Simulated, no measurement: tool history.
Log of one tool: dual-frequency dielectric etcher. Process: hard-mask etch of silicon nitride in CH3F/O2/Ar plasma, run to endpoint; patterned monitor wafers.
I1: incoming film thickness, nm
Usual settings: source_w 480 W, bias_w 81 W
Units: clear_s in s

{"run": 1, "hour": 0.0, "source_w": 480, "bias_w": 81, "I1": 53, "clear_s": 63.4}
{"hour": 34.5, "done": "wet clean of the chamber"}
{"run": 2, "hour": 59.4, "source_w": 480, "bias_w": 81, "I1": 53, "clear_s": 65.5}
{"run": 3, "hour": 161.5, "source_w": 480, "bias_w": 81, "I1": 52.7, "clear_s": 64.4}
{"run": 4, "hour": 368.9, "source_w": 420, "bias_w": 81, "I1": 52.8, "clear_s": 67.1}
{"run": 5, "hour": 410.8, "source_w": 420, "bias_w": 81, "I1": 53.6, "clear_s": 68}
{"run": 6, "hour": 464.5, "source_w": 430, "bias_w": 81, "I1": 53.1, "clear_s": 66.3}
{"run": 7, "hour": 563.4, "source_w": 430, "bias_w": 81, "I1": 53, "clear_s": 65.4}
{"hour": 597.8, "done": "bias power generator calibrated"}
{"hour": 651.8, "done": "wet clean of the chamber"}
{"run": 8, "hour": 681.9, "source_w": 430, "bias_w": 81, "I1": 54, "clear_s": 71.7}
{"hour": 715.8, "done": "source power generator calibrated"}
{"run": 9, "hour": 775.5, "source_w": 480, "bias_w": 81, "I1": 53.1, "clear_s": 67.1}
{"run": 10, "hour": 843.3, "source_w": 480, "bias_w": 81, "I1": 53, "clear_s": 67.2}
{"run": 11, "hour": 889.5, "source_w": 390, "bias_w": 97, "I1": 53.3, "clear_s": 66.3}
{"run": 12, "hour": 971.7, "source_w": 480, "bias_w": 81, "I1": 52.5, "clear_s": 65.6}

The next listed run, before its measurement:
{"hour": 1047.7, "done": "upper electrode replaced"}
{"run": 13, "hour": 1054.1, "source_w": 380, "bias_w": 61, "I1": 53, "clear_s": "?"}

{"run 13": {"clear_s": 86.1}}
Without the tool's hidden state the same run would have given clear_s 88 s.

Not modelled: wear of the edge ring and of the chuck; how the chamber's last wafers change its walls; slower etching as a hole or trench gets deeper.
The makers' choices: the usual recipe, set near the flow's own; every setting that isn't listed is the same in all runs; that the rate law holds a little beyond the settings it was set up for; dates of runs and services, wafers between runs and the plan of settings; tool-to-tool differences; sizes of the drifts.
